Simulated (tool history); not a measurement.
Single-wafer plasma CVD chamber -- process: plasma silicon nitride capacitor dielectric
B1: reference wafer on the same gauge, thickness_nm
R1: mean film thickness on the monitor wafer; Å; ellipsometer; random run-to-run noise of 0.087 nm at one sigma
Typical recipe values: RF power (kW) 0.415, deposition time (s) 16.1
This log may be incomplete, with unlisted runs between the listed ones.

Run 1, day 0: usual settings; B1 26.033. Result: R1 219.14 Å.
Run 2, day 2.212: usual settings; B1 25.987. Result: R1 219.07 Å.
Run 3, day 4.754: usual settings; B1 25.974. Result: R1 218.38 Å.
Run 4, day 6.075: usual settings; B1 25.961. Result: R1 220.23 Å.
Run 5, day 7.788: usual settings; B1 25.931. Result: R1 220.29 Å.
Run 6, day 9.579: usual settings; B1 25.955. Result: R1 219.04 Å.
Run 7, day 11.283: usual settings but deposition time (s) 13.7; B1 25.933. Result: R1 185.48 Å.
Run 8, day 13.175: usual settings but RF power (kW) 0.38, deposition time (s) 14.7; B1 25.939. Result: R1 191.55 Å.
At day 13.692: gauge calibrated.
Run 9, day 15.075: usual settings but RF power (kW) 0.365, deposition time (s) 17.1; B1 26.387. Result: R1 220.36 Å.
Run 10, day 17.933: usual settings but RF power (kW) 0.44, deposition time (s) 17.3; B1 26.223. Result: R1 245.06 Å.
At day 18.442: showerhead replaced.
At day 18.625: RF generator calibrated.
Run 11, day 20.588: usual settings; B1 26.129. Result: R1 221.3 Å.
Run 12, day 22.725: usual settings but RF power (kW) 0.36, deposition time (s) 17.6; B1 26.088. Result: R1 223.44 Å.
Run 13, day 25.317: usual settings; B1 26.024. Result: R1 220.84 Å.
Run 14, day 27.704: usual settings but RF power (kW) 0.35; B1 26.001. Result: R1 199.86 Å.
Run 15, day 29.229: usual settings but RF power (kW) 0.49, deposition time (s) 17.2; B1 25.973. Result: R1 255.22 Å.

Predict each of these 4 candidate next runs independently; none follows another, all start after run 15:
Run A, day 29.246: usual settings; B1 ?. Result: R1 ?.
Run B, day 29.246: usual settings but RF power (kW) 0.37; B1 ?. Result: R1 ?.
Run C, day 29.246: usual settings but RF power (kW) 0.45, deposition time (s) 19.2; B1 ?. Result: R1 ?.
Run D, day 29.246: usual settings but RF power (kW) 0.48, deposition time (s) 18.4; B1 ?. Result: R1 ?.

run     B1      R1
  A  25.97  218.37
  B  25.97  205.42
  C  25.97   271.1
  D  25.97  267.88
Without the tool's hidden state the same runs would have given:
run      R1
  A  222.74
  B  209.54
  C  276.53
  D  273.25

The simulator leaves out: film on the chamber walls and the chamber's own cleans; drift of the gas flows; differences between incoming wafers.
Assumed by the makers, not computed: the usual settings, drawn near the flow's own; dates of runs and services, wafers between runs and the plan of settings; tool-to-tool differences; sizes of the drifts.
